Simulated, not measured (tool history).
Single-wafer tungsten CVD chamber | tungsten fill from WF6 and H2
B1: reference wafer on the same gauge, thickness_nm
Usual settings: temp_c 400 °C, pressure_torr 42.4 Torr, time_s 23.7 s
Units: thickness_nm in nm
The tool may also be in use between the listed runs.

{"run": 1, "hour": 0.0, "temp_c": 400, "pressure_torr": 42.4, "time_s": 23.7, "B1": 74.461, "thickness_nm": 77.612}
{"run": 2, "hour": 51.9, "temp_c": 400, "pressure_torr": 42.4, "time_s": 23.7, "B1": 74.408, "thickness_nm": 77.378}
{"run": 3, "hour": 89.6, "temp_c": 400, "pressure_torr": 42.4, "time_s": 23.7, "B1": 74.474, "thickness_nm": 77.0}
{"run": 4, "hour": 129.5, "temp_c": 400, "pressure_torr": 42.4, "time_s": 23.7, "B1": 74.487, "thickness_nm": 77.637}
{"run": 5, "hour": 158.3, "temp_c": 393, "pressure_torr": 42.4, "time_s": 23.7, "B1": 74.473, "thickness_nm": 66.59}
{"run": 6, "hour": 193.8, "temp_c": 412, "pressure_torr": 42.4, "time_s": 23.7, "B1": 74.493, "thickness_nm": 98.707}
{"run": 7, "hour": 239.3, "temp_c": 406, "pressure_torr": 42.4, "time_s": 23.7, "B1": 74.498, "thickness_nm": 87.508}
{"run": 8, "hour": 302.7, "temp_c": 406, "pressure_torr": 42.4, "time_s": 23.7, "B1": 74.522, "thickness_nm": 87.448}
{"run": 9, "hour": 352.0, "temp_c": 400, "pressure_torr": 42.4, "time_s": 23.7, "B1": 74.558, "thickness_nm": 77.262}
{"run": 10, "hour": 397.8, "temp_c": 400, "pressure_torr": 42.4, "time_s": 20.2, "B1": 74.499, "thickness_nm": 65.768}
{"run": 11, "hour": 451.2, "temp_c": 400, "pressure_torr": 42.4, "time_s": 23.7, "B1": 74.508, "thickness_nm": 77.059}
{"run": 12, "hour": 478.4, "temp_c": 400, "pressure_torr": 42.4, "time_s": 23.7, "B1": 74.432, "thickness_nm": 77.03}
{"run": 13, "hour": 509.6, "temp_c": 400, "pressure_torr": 42.4, "time_s": 23.7, "B1": 74.616, "thickness_nm": 77.005}
{"hour": 562.7, "done": "capacitance manometer re-zeroed and calibrated"}
{"run": 14, "hour": 571.3, "temp_c": 400, "pressure_torr": 42.4, "time_s": 23.7, "B1": 74.48, "thickness_nm": 76.936}
{"run": 15, "hour": 636.9, "temp_c": 400, "pressure_torr": 42.4, "time_s": 23.7, "B1": 74.578, "thickness_nm": 76.395}
{"run": 16, "hour": 667.5, "temp_c": 400, "pressure_torr": 42.4, "time_s": 23.7, "B1": 74.434, "thickness_nm": 76.869}
{"hour": 679.5, "done": "gauge calibrated"}
{"run": 17, "hour": 735.9, "temp_c": 400, "pressure_torr": 49.6, "time_s": 23.7, "B1": 74.493, "thickness_nm": 83.198}
{"hour": 780.6, "done": "showerhead replaced"}
{"run": 18, "hour": 835.8, "temp_c": 400, "pressure_torr": 42.4, "time_s": 23.7, "B1": 74.454, "thickness_nm": 76.742}
{"run": 19, "hour": 884.4, "temp_c": 400, "pressure_torr": 42.4, "time_s": 23.7, "B1": 74.547, "thickness_nm": 76.399}
{"run": 20, "hour": 921.5, "temp_c": 389, "pressure_torr": 34.9, "time_s": 26.0, "B1": 74.524, "thickness_nm": 59.129}
{"run": 21, "hour": 952.2, "temp_c": 400, "pressure_torr": 33.4, "time_s": 19.2, "B1": 74.45, "thickness_nm": 54.777}
{"hour": 971.7, "done": "thermocouple changed; heater temperature recalibrated"}
{"run": 22, "hour": 984.7, "temp_c": 400, "pressure_torr": 42.4, "time_s": 23.7, "B1": 74.533, "thickness_nm": 79.209}
{"run": 23, "hour": 1011.3, "temp_c": 412, "pressure_torr": 52.6, "time_s": 23.7, "B1": 74.519, "thickness_nm": 110.672}
{"run": 24, "hour": 1100.5, "temp_c": 400, "pressure_torr": 46.4, "time_s": 22.2, "B1": 74.42, "thickness_nm": 77.343}
{"run": 25, "hour": 1173.9, "temp_c": 395, "pressure_torr": 35.5, "time_s": 23.7, "B1": 74.508, "thickness_nm": 64.66}
{"run": 26, "hour": 1223.8, "temp_c": 410, "pressure_torr": 48.2, "time_s": 21.2, "B1": 74.544, "thickness_nm": 91.925}
{"run": 27, "hour": 1285.9, "temp_c": 413, "pressure_torr": 46.9, "time_s": 26.8, "B1": 74.38, "thickness_nm": 121.034}
{"run": 28, "hour": 1346.6, "temp_c": 413, "pressure_torr": 42.4, "time_s": 20.3, "B1": 74.46, "thickness_nm": 86.92}
{"run": 29, "hour": 1428.8, "temp_c": 400, "pressure_torr": 42.4, "time_s": 23.7, "B1": 74.626, "thickness_nm": 78.172}
{"run": 30, "hour": 1542.8, "temp_c": 400, "pressure_torr": 42.4, "time_s": 20.9, "B1": 74.564, "thickness_nm": 68.942}
{"run": 31, "hour": 1604.5, "temp_c": 386, "pressure_torr": 48.3, "time_s": 26.4, "B1": 74.632, "thickness_nm": 68.459}
{"run": 32, "hour": 1645.7, "temp_c": 393, "pressure_torr": 38.4, "time_s": 19.0, "B1": 74.401, "thickness_nm": 51.128}
{"run": 33, "hour": 1673.8, "temp_c": 413, "pressure_torr": 42.4, "time_s": 20.3, "B1": 74.488, "thickness_nm": 85.95}

The tool's hidden state at each run:
true pressure above the setpoint (%): 0 in every run
gauge reads high (%): 0 in every run
H1: wafer temperature above the value expected at the setpoint (K)
run=1 H1=-0.984
run=2 H1=-1.03
run=3 H1=-1.07
run=4 H1=-1.11
run=5 H1=-1.13
run=6 H1=-1.17
run=7 H1=-1.21
run=8 H1=-1.27
run=9 H1=-1.31
run=10 H1=-1.36
run=11 H1=-1.41
run=12 H1=-1.43
run=13 H1=-1.46
run=14 H1=-1.52
run=15 H1=-1.58
run=16 H1=-1.61
run=17 H1=-1.67
run=18 H1=-1.77
run=19 H1=-1.81
run=20 H1=-1.85
run=21 H1=-1.88
run=22 H1=-0.172
run=23 H1=-0.197
run=24 H1=-0.28
run=25 H1=-0.349
run=26 H1=-0.396
run=27 H1=-0.454
run=28 H1=-0.511
run=29 H1=-0.589
run=30 H1=-0.696
run=31 H1=-0.753
run=32 H1=-0.792
run=33 H1=-0.819

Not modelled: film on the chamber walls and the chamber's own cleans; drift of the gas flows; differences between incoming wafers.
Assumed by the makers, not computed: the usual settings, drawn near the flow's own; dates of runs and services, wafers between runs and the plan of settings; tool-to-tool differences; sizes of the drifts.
